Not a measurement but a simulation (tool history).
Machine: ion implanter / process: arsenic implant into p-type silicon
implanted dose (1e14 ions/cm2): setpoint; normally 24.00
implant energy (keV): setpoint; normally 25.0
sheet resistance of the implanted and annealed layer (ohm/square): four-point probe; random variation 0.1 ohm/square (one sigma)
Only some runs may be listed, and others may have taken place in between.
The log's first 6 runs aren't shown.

| run | hour | implanted dose (1e14 ions/cm2) | implant energy (keV) | read-back reference wafer on the same gauge, sheet resistance | sheet resistance of the implanted and annealed layer (ohm/square) |
|---|---|---|---|---|---|
| 7 | 79.3 | 24.00 | 25.0 | 63.19 | 68.25 |
| 8 | 91.3 | 24.00 | 25.0 | 63.18 | 68.35 |
| 9 | 98.4 | 24.00 | 25.0 | 63.20 | 68.38 |
| 10 | 144.7 | 24.00 | 25.0 | 63.20 | 68.03 |
|  | 162.8 | Faraday cup replaced and dose calibrated |
| 11 | 163.3 | 24.00 | 25.0 | 63.18 | 69.64 |
| 12 | 170.9 | 24.00 | 25.0 | 63.19 | 69.53 |
|  | 182.8 | extraction supply calibrated |
| 13 | 183.3 | 24.00 | 25.0 | 63.19 | 69.52 |
| 14 | 188.5 | 24.00 | 25.0 | 63.20 | 69.49 |
| 15 | 238.0 | 24.00 | 25.0 | 63.21 | 69.61 |
| 16 | 251.0 | 24.00 | 25.0 | 63.20 | 69.63 |
| 17 | 260.5 | 18.25 | 18.0 | 63.21 | 81.33 |
| 18 | 269.2 | 17.58 | 28.5 | 63.20 | 76.16 |
| 19 | 281.2 | 28.48 | 30.5 | 63.21 | 62.51 |
| 20 | 289.5 | 29.70 | 28.0 | 63.20 | 63.53 |
| 21 | 299.1 | 24.00 | 25.0 | 63.20 | 69.79 |
| 22 | 314.1 | 24.00 | 25.0 | 63.20 | 69.62 |
| 23 | 332.0 | 26.13 | 31.5 | 63.20 | 63.48 |
|  | 343.1 | gauge calibrated |
| 24 | 344.6 | 24.00 | 25.0 | 63.20 | 69.57 |
| 25 | 362.1 | 21.24 | 21.0 | 63.19 | 75.26 |
| 26 | 369.9 | 21.20 | 25.0 | 63.20 | 72.69 |
| 27 | 380.1 | 29.59 | 23.0 | 63.19 | 67.20 |
| 28 | 390.2 | 21.78 | 19.5 | 63.20 | 75.84 |
| 29 | 405.8 | 20.16 | 16.5 | 63.22 | 79.70 |
| 30 | 422.7 | 29.16 | 25.0 | 63.18 | 65.77 |
| 31 | 429.2 | 24.00 | 18.5 | 63.18 | 74.43 |

Forecast run 32:
| 32 | 435.9 | 30.60 | 28.5 | ? | ? |

read-back reference wafer on the same gauge, sheet resistance: 63.19
sheet resistance of the implanted and annealed layer (ohm/square): 62.55
The same run, on a tool lacking any hidden state, would have yielded sheet resistance of the implanted and annealed layer (ohm/square) 62.51.
